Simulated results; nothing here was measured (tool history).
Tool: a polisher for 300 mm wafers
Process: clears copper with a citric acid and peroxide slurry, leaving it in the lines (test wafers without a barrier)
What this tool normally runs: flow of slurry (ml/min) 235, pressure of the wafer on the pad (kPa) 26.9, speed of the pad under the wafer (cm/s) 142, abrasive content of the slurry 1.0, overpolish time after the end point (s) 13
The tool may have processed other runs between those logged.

run	hour	flow of slurry (ml/min)	pressure of the wafer on the pad (kPa)	speed of the pad under the wafer (cm/s)	abrasive content of the slurry	overpolish time after the end point (s)	wafers since the last listed run	wafers polished on this pad	hours since the slurry nozzle was cleaned	hours since the head pressure was calibrated	hours since the slurry blender was calibrated	incoming thickness of the incoming film, nm	time until the end point was called (s)	dishing of a wide line in a test structure (Å)
1	0.0	235	26.9	142	1.0	13	0	465	8.6	901.3	84.6	351.2	119.7	309
2	15.0	235	26.9	142	1.0	13	154	620	23.6	916.3	99.6	347.3	116.6	309
3	32.8	235	26.9	142	1.0	13	183	804	41.4	934.1	117.4	344.9	116.0	295
# hour 39.3: worn pad replaced by a new one
4	45.3	285	26.9	142	1.0	13	87	61	53.9	946.6	129.9	347.7	107.2	339
5	52.2	285	26.9	142	1.0	13	71	132	60.8	953.5	136.8	347.0	108.2	327
6	67.0	235	26.9	142	1.0	13	152	285	75.6	968.3	151.6	343.8	112.1	306
7	76.7	235	26.9	142	1.0	10	100	385	85.3	978.0	161.3	347.1	115.4	240
8	89.5	235	26.9	142	1.0	10	132	517	98.1	990.8	174.1	344.5	115.5	239
# hour 132.0: worn pad replaced by a new one
9	132.5	235	26.9	142	1.0	13	402	4	141.1	1033.8	217.1	347.7	112.7	333
10	138.1	235	26.9	142	1.0	13	57	62	146.7	1039.4	222.7	349.6	114.4	322
11	150.6	235	26.9	142	1.0	13	128	191	159.2	1051.9	235.2	345.8	113.3	308
12	158.2	235	26.9	142	1.0	13	78	269	166.8	1059.5	242.8	341.6	116.0	311
13	165.2	235	26.9	142	1.0	13	72	341	173.8	1066.5	249.8	343.8	118.5	306
14	176.4	235	26.9	142	1.0	13	115	457	185.0	1077.7	261.0	346.7	120.7	311
15	189.9	235	26.9	142	1.0	13	139	596	198.5	1091.2	274.5	340.4	121.3	302
16	199.2	160	26.9	116	1.0	13	95	692	207.8	1100.5	283.8	339.5	158.2	220
17	212.0	235	33.1	124	1.0	5	132	824	220.6	1113.3	296.6	342.9	115.7	127
# hour 226.7: worn pad replaced by a new one
18	227.2	235	26.9	176	0.9	13	115	5	235.8	1128.5	311.8	346.5	94.3	380
# hour 230.7: head pressure recalibrated
19	250.0	235	26.9	142	1.0	13	214	219	258.6	19.3	334.6	344.0	121.0	304
# hour 253.5: slurry nozzle cleaned
20	267.9	235	26.9	94	1.0	13	174	393	14.4	37.2	352.5	341.9	173.8	214
# hour 278.0: slurry blender recalibrated
21	281.1	235	26.9	180	1.0	15	115	509	27.6	50.4	3.1	343.6	92.6	428
22	287.9	235	26.9	158	1.0	13	70	579	34.4	57.2	9.9	342.3	104.0	334
# hour 307.4: worn pad replaced by a new one
23	331.5	235	21.4	142	1.1	13	408	248	78.0	100.8	53.5	344.7	136.3	272
24	343.1	155	31.7	174	1.0	20	119	368	89.6	112.4	65.1	340.5	86.2	585
25	354.7	160	26.9	142	1.0	13	119	487	101.2	124.0	76.7	345.2	124.7	294
# hour 394.4: worn pad replaced by a new one
26	394.9	235	26.9	142	1.0	20	373	5	141.4	164.2	116.9	339.8	106.2	488
27	408.1	235	26.9	168	1.1	13	136	141	154.6	177.4	130.1	343.3	93.0	384
28	419.7	310	26.9	142	1.0	13	119	260	166.2	189.0	141.7	351.2	116.4	327

A few steps of time until the end point was called (s) between consecutive runs. Split each: what settings, incoming material and random variation would produce without the hidden state, and what is left over for the hidden state, along with gauge scatter present in only one of the two compared results (measured, and without hidden state):
Unlogged tool condition in this case: removal rate lost through wear of the pad, %; slurry flow missing at the pad, %; deviation of the head's pressure from its setpoint, %; abrasive missing from the slurry, %.
Run 17 -> 18: pressure of the wafer on the pad (kPa) 33.1 -> 26.9, speed of the pad under the wafer (cm/s) 124 -> 176, abrasive content of the slurry 1.0 -> 0.9, overpolish time after the end point (s) 5 -> 13, worn pad replaced by a new one. time until the end point was called (s) -21.4: hidden state -9.8, all else -11.6.
Run 19 -> 20: speed of the pad under the wafer (cm/s) 142 -> 94, slurry nozzle cleaned. time until the end point was called (s) +52.8: hidden state -0.8, all else +53.6.
Run 20 -> 21: speed of the pad under the wafer (cm/s) 94 -> 180, overpolish time after the end point (s) 13 -> 15, slurry blender recalibrated. time until the end point was called (s) -81.2: hidden state -5.8, all else -75.4.
Run 25 -> 26: flow of slurry (ml/min) 160 -> 235, overpolish time after the end point (s) 13 -> 20, worn pad replaced by a new one. time until the end point was called (s) -18.5: hidden state -9.3, all else -9.2.

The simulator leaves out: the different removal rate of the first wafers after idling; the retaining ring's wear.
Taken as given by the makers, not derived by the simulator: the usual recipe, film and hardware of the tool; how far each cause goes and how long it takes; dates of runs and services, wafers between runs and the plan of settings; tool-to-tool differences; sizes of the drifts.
